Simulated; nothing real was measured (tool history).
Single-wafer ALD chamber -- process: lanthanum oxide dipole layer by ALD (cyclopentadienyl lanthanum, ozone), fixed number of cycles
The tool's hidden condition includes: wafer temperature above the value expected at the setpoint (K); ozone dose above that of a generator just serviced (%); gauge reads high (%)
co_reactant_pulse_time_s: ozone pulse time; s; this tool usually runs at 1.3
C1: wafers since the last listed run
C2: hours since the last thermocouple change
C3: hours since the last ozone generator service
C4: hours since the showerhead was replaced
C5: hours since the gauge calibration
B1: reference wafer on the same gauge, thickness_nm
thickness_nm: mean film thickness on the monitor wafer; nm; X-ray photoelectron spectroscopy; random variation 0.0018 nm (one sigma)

run 1 hour=0 | co_reactant_pulse_time_s=1.3 | C1=0 C2=725.9 C3=588.7 C4=2671.3 C5=2118.2 | B1=0.43 | thickness_nm=0.504
run 2 hour=28 | co_reactant_pulse_time_s=1.3 | C1=480 C2=753.9 C3=616.7 C4=2699.3 C5=2146.2 | B1=0.43 | thickness_nm=0.505
run 3 hour=73 | co_reactant_pulse_time_s=1.51 | C1=772 C2=798.9 C3=661.7 C4=2744.3 C5=2191.2 | B1=0.43 | thickness_nm=0.525
run 4 hour=99.6 | co_reactant_pulse_time_s=1.51 | C1=456 C2=825.5 C3=688.3 C4=2770.9 C5=2217.8 | B1=0.43 | thickness_nm=0.525
run 5 hour=138.6 | co_reactant_pulse_time_s=1.09 | C1=669 C2=864.5 C3=727.3 C4=2809.9 C5=2256.8 | B1=0.43 | thickness_nm=0.47
run 6 hour=199 | co_reactant_pulse_time_s=1.01 | C1=1036 C2=924.9 C3=787.7 C4=2870.3 C5=2317.2 | B1=0.43 | thickness_nm=0.453
run 7 hour=232.9 | co_reactant_pulse_time_s=1.47 | C1=581 C2=958.8 C3=821.6 C4=2904.2 C5=2351.1 | B1=0.43 | thickness_nm=0.522
run 8 hour=303.5 | co_reactant_pulse_time_s=1.47 | C1=1211 C2=1029.4 C3=892.2 C4=2974.8 C5=2421.7 | B1=0.43 | thickness_nm=0.521
run 9 hour=365.8 | co_reactant_pulse_time_s=1.3 | C1=1069 C2=1091.7 C3=954.5 C4=3037.1 C5=2484 | B1=0.43 | thickness_nm=0.504
run 10 hour=433.2 | co_reactant_pulse_time_s=1.13 | C1=1157 C2=1159.1 C3=1021.9 C4=3104.5 C5=2551.4 | B1=0.431 | thickness_nm=0.477
-- hour=448 gauge calibrated
run 11 hour=481.7 | co_reactant_pulse_time_s=1.64 | C1=832 C2=1207.6 C3=1070.4 C4=3153 C5=33.7 | B1=0.43 | thickness_nm=0.535
run 12 hour=508.8 | co_reactant_pulse_time_s=0.85 | C1=465 C2=1234.7 C3=1097.5 C4=3180.1 C5=60.8 | B1=0.43 | thickness_nm=0.402
run 13 hour=541.2 | co_reactant_pulse_time_s=1.73 | C1=556 C2=1267.1 C3=1129.9 C4=3212.5 C5=93.2 | B1=0.431 | thickness_nm=0.537
run 14 hour=603.6 | co_reactant_pulse_time_s=0.96 | C1=1071 C2=1329.5 C3=1192.3 C4=3274.9 C5=155.6 | B1=0.431 | thickness_nm=0.431
run 15 hour=631.4 | co_reactant_pulse_time_s=1.16 | C1=477 C2=1357.3 C3=1220.1 C4=3302.7 C5=183.4 | B1=0.43 | thickness_nm=0.48
-- hour=697.9 showerhead replaced, of another model than before
run 16 hour=698.4 | co_reactant_pulse_time_s=1.3 | C1=1012 C2=1424.3 C3=1287.1 C4=0.5 C5=250.4 | B1=0.43 | thickness_nm=0.509
run 17 hour=756.6 | co_reactant_pulse_time_s=1.3 | C1=999 C2=1482.5 C3=1345.3 C4=58.7 C5=308.6 | B1=0.43 | thickness_nm=0.505
run 18 hour=820.6 | co_reactant_pulse_time_s=1.5 | C1=1098 C2=1546.5 C3=1409.3 C4=122.7 C5=372.6 | B1=0.43 | thickness_nm=0.518
run 19 hour=851 | co_reactant_pulse_time_s=1.3 | C1=521 C2=1576.9 C3=1439.7 C4=153.1 C5=403 | B1=0.43 | thickness_nm=0.505
run 20 hour=921.6 | co_reactant_pulse_time_s=1.48 | C1=1211 C2=1647.5 C3=1510.3 C4=223.7 C5=473.6 | B1=0.43 | thickness_nm=0.516
run 21 hour=975.2 | co_reactant_pulse_time_s=0.98 | C1=920 C2=1701.1 C3=1563.9 C4=277.3 C5=527.2 | B1=0.429 | thickness_nm=0.475
-- hour=1011.7 thermocouple changed; heater temperature recalibrated
-- hour=1065.6 ozone generator serviced
run 22 hour=1090.2 | co_reactant_pulse_time_s=1.45 | C1=1699 C2=78.5 C3=24.6 C4=392.3 C5=642.2 | B1=0.429 | thickness_nm=0.523
run 23 hour=1160.4 | co_reactant_pulse_time_s=1.3 | C1=1205 C2=148.7 C3=94.8 C4=462.5 C5=712.4 | B1=0.429 | thickness_nm=0.516
run 24 hour=1202.5 | co_reactant_pulse_time_s=1.3 | C1=722 C2=190.8 C3=136.9 C4=504.6 C5=754.5 | B1=0.43 | thickness_nm=0.513
run 25 hour=1242.1 | co_reactant_pulse_time_s=1.3 | C1=679 C2=230.4 C3=176.5 C4=544.2 C5=794.1 | B1=0.43 | thickness_nm=0.514
run 26 hour=1274.7 | co_reactant_pulse_time_s=1.58 | C1=559 C2=263 C3=209.1 C4=576.8 C5=826.7 | B1=0.43 | thickness_nm=0.524
run 27 hour=1322.8 | co_reactant_pulse_time_s=1.3 | C1=825 C2=311.1 C3=257.2 C4=624.9 C5=874.8 | B1=0.43 | thickness_nm=0.512
run 28 hour=1358.7 | co_reactant_pulse_time_s=1.62 | C1=616 C2=347 C3=293.1 C4=660.8 C5=910.7 | B1=0.43 | thickness_nm=0.529
run 29 hour=1391.6 | co_reactant_pulse_time_s=1.3 | C1=564 C2=379.9 C3=326 C4=693.7 C5=943.6 | B1=0.43 | thickness_nm=0.513
run 30 hour=1507.9 | co_reactant_pulse_time_s=1.74 | C1=1996 C2=496.2 C3=442.3 C4=810 C5=1059.9 | B1=0.43 | thickness_nm=0.531
run 31 hour=1544.3 | co_reactant_pulse_time_s=1 | C1=624 C2=532.6 C3=478.7 C4=846.4 C5=1096.3 | B1=0.43 | thickness_nm=0.486
run 32 hour=1603.7 | co_reactant_pulse_time_s=1.3 | C1=1019 C2=592 C3=538.1 C4=905.8 C5=1155.7 | B1=0.43 | thickness_nm=0.51
run 33 hour=1630.3 | co_reactant_pulse_time_s=1.54 | C1=456 C2=618.6 C3=564.7 C4=932.4 C5=1182.3 | B1=0.431 | thickness_nm=0.524
run 34 hour=1673.9 | co_reactant_pulse_time_s=1.04 | C1=748 C2=662.2 C3=608.3 C4=976 C5=1225.9 | B1=0.43 | thickness_nm=0.489

Exercise: give the hidden state of the tool at every run:
wafer temperature above the value expected at the setpoint (K): 0, the same for each run
gauge reads high (%): 0, the same for each run
H1: ozone dose above that of a generator just serviced (%)
run=1 H1=-4.6
run=2 H1=-4.76
run=3 H1=-5.02
run=4 H1=-5.17
run=5 H1=-5.4
run=6 H1=-5.75
run=7 H1=-5.94
run=8 H1=-6.35
run=9 H1=-6.71
run=10 H1=-7.09
run=11 H1=-7.37
run=12 H1=-7.53
run=13 H1=-7.71
run=14 H1=-8.07
run=15 H1=-8.23
run=16 H1=-8.62
run=17 H1=-8.95
run=18 H1=-9.32
run=19 H1=-9.5
run=20 H1=-9.9
run=21 H1=-10.2
run=22 H1=-0.272
run=23 H1=-0.676
run=24 H1=-0.918
run=25 H1=-1.15
run=26 H1=-1.33
run=27 H1=-1.61
run=28 H1=-1.82
run=29 H1=-2.01
run=30 H1=-2.68
run=31 H1=-2.88
run=32 H1=-3.23
run=33 H1=-3.38
run=34 H1=-3.63

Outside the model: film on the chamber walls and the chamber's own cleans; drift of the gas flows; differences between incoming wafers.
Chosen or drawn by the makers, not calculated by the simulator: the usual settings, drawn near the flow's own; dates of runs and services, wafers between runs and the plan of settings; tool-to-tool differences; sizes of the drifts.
